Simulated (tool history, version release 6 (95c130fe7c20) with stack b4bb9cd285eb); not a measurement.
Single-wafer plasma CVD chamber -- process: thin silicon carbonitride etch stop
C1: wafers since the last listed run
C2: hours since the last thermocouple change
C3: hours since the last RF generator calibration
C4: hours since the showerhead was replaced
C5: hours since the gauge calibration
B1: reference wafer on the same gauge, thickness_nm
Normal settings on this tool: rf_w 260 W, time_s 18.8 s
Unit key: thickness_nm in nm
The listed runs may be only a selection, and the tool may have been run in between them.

run 1 hour=0.0 | rf_w=225 time_s=18.8 | C1=0 C2=736.3 C3=676.9 C4=3576.4 C5=84.1 | B1=12.402 | thickness_nm=10.104
run 2 hour=113.1 | rf_w=225 time_s=18.8 | C1=1773 C2=849.4 C3=790.0 C4=3689.5 C5=197.2 | B1=12.396 | thickness_nm=10.076
run 3 hour=157.9 | rf_w=225 time_s=18.8 | C1=702 C2=894.2 C3=834.8 C4=3734.3 C5=242.0 | B1=12.403 | thickness_nm=10.050
run 4 hour=220.0 | rf_w=260 time_s=18.8 | C1=973 C2=956.3 C3=896.9 C4=3796.4 C5=304.1 | B1=12.403 | thickness_nm=10.776
run 5 hour=307.5 | rf_w=260 time_s=18.8 | C1=1372 C2=1043.8 C3=984.4 C4=3883.9 C5=391.6 | B1=12.395 | thickness_nm=10.791
run 6 hour=381.5 | rf_w=260 time_s=18.8 | C1=1160 C2=1117.8 C3=1058.4 C4=3957.9 C5=465.6 | B1=12.402 | thickness_nm=10.778
run 7 hour=452.6 | rf_w=295 time_s=18.8 | C1=1115 C2=1188.9 C3=1129.5 C4=4029.0 C5=536.7 | B1=12.403 | thickness_nm=11.404
run 8 hour=491.6 | rf_w=260 time_s=18.8 | C1=611 C2=1227.9 C3=1168.5 C4=4068.0 C5=575.7 | B1=12.398 | thickness_nm=10.782
run 9 hour=599.1 | rf_w=260 time_s=18.8 | C1=1686 C2=1335.4 C3=1276.0 C4=4175.5 C5=683.2 | B1=12.405 | thickness_nm=10.776
run 10 hour=651.9 | rf_w=260 time_s=18.8 | C1=828 C2=1388.2 C3=1328.8 C4=4228.3 C5=736.0 | B1=12.404 | thickness_nm=10.761
run 11 hour=694.2 | rf_w=260 time_s=18.8 | C1=663 C2=1430.5 C3=1371.1 C4=4270.6 C5=778.3 | B1=12.405 | thickness_nm=10.779
run 12 hour=761.9 | rf_w=260 time_s=18.8 | C1=1061 C2=1498.2 C3=1438.8 C4=4338.3 C5=846.0 | B1=12.400 | thickness_nm=10.736
run 13 hour=811.8 | rf_w=260 time_s=19.9 | C1=782 C2=1548.1 C3=1488.7 C4=4388.2 C5=895.9 | B1=12.400 | thickness_nm=11.384
run 14 hour=915.5 | rf_w=230 time_s=20.0 | C1=1626 C2=1651.8 C3=1592.4 C4=4491.9 C5=999.6 | B1=12.403 | thickness_nm=10.806
run 15 hour=982.8 | rf_w=260 time_s=18.8 | C1=1055 C2=1719.1 C3=1659.7 C4=4559.2 C5=1066.9 | B1=12.401 | thickness_nm=10.768
run 16 hour=1051.8 | rf_w=280 time_s=16.4 | C1=1082 C2=1788.1 C3=1728.7 C4=4628.2 C5=1135.9 | B1=12.397 | thickness_nm=9.718
run 17 hour=1123.5 | rf_w=295 time_s=17.3 | C1=1124 C2=1859.8 C3=1800.4 C4=4699.9 C5=1207.6 | B1=12.399 | thickness_nm=10.442
-- hour=1221.1 RF generator calibrated
run 18 hour=1221.5 | rf_w=285 time_s=17.8 | C1=1411 C2=1957.8 C3=0.4 C4=4797.9 C5=1305.6 | B1=12.400 | thickness_nm=10.702
-- hour=1225.5 gauge calibrated
run 19 hour=1279.3 | rf_w=210 time_s=15.7 | C1=906 C2=2015.6 C3=58.2 C4=4855.7 C5=53.8 | B1=12.398 | thickness_nm=8.155
run 20 hour=1344.1 | rf_w=245 time_s=21.5 | C1=1016 C2=2080.4 C3=123.0 C4=4920.5 C5=118.6 | B1=12.399 | thickness_nm=12.049
run 21 hour=1435.8 | rf_w=260 time_s=18.8 | C1=1438 C2=2172.1 C3=214.7 C4=5012.2 C5=210.3 | B1=12.400 | thickness_nm=10.792
-- hour=1484.0 showerhead replaced
run 22 hour=1484.5 | rf_w=260 time_s=18.8 | C1=638 C2=2220.8 C3=263.4 C4=0.5 C5=259.0 | B1=12.398 | thickness_nm=10.844
-- hour=1530.7 thermocouple changed; heater temperature recalibrated
run 23 hour=1583.0 | rf_w=235 time_s=17.2 | C1=1419 C2=52.3 C3=361.9 C4=99.0 C5=357.5 | B1=12.397 | thickness_nm=9.417
run 24 hour=1687.3 | rf_w=260 time_s=18.8 | C1=1635 C2=156.6 C3=466.2 C4=203.3 C5=461.8 | B1=12.397 | thickness_nm=10.775
run 25 hour=1762.9 | rf_w=260 time_s=18.8 | C1=1185 C2=232.2 C3=541.8 C4=278.9 C5=537.4 | B1=12.398 | thickness_nm=10.786
run 26 hour=1871.8 | rf_w=235 time_s=22.0 | C1=1707 C2=341.1 C3=650.7 C4=387.8 C5=646.3 | B1=12.398 | thickness_nm=12.051
run 27 hour=1965.9 | rf_w=225 time_s=16.1 | C1=1475 C2=435.2 C3=744.8 C4=481.9 C5=740.4 | B1=12.401 | thickness_nm=8.614

4 options for the next run, each taken on its own from the tool as it stands now. Forecast them:
run A hour=1966.3 | rf_w=305 time_s=18.8 | C1=6 C2=435.6 C3=745.2 C4=482.3 C5=740.8 | B1=? | thickness_nm=?
run B hour=1966.3 | rf_w=210 time_s=16.8 | C1=6 C2=435.6 C3=745.2 C4=482.3 C5=740.8 | B1=? | thickness_nm=?
run C hour=1966.3 | rf_w=260 time_s=22.2 | C1=6 C2=435.6 C3=745.2 C4=482.3 C5=740.8 | B1=? | thickness_nm=?
run D hour=1966.3 | rf_w=220 time_s=20.2 | C1=6 C2=435.6 C3=745.2 C4=482.3 C5=740.8 | B1=? | thickness_nm=?

run=A B1=12.399 thickness_nm=11.542
run=B B1=12.399 thickness_nm=8.671
run=C B1=12.399 thickness_nm=12.708
run=D B1=12.399 thickness_nm=10.677
Without the tool's hidden state the same runs would have given:
run=A thickness_nm=11.676
run=B thickness_nm=8.771
run=C thickness_nm=12.855
run=D thickness_nm=10.800
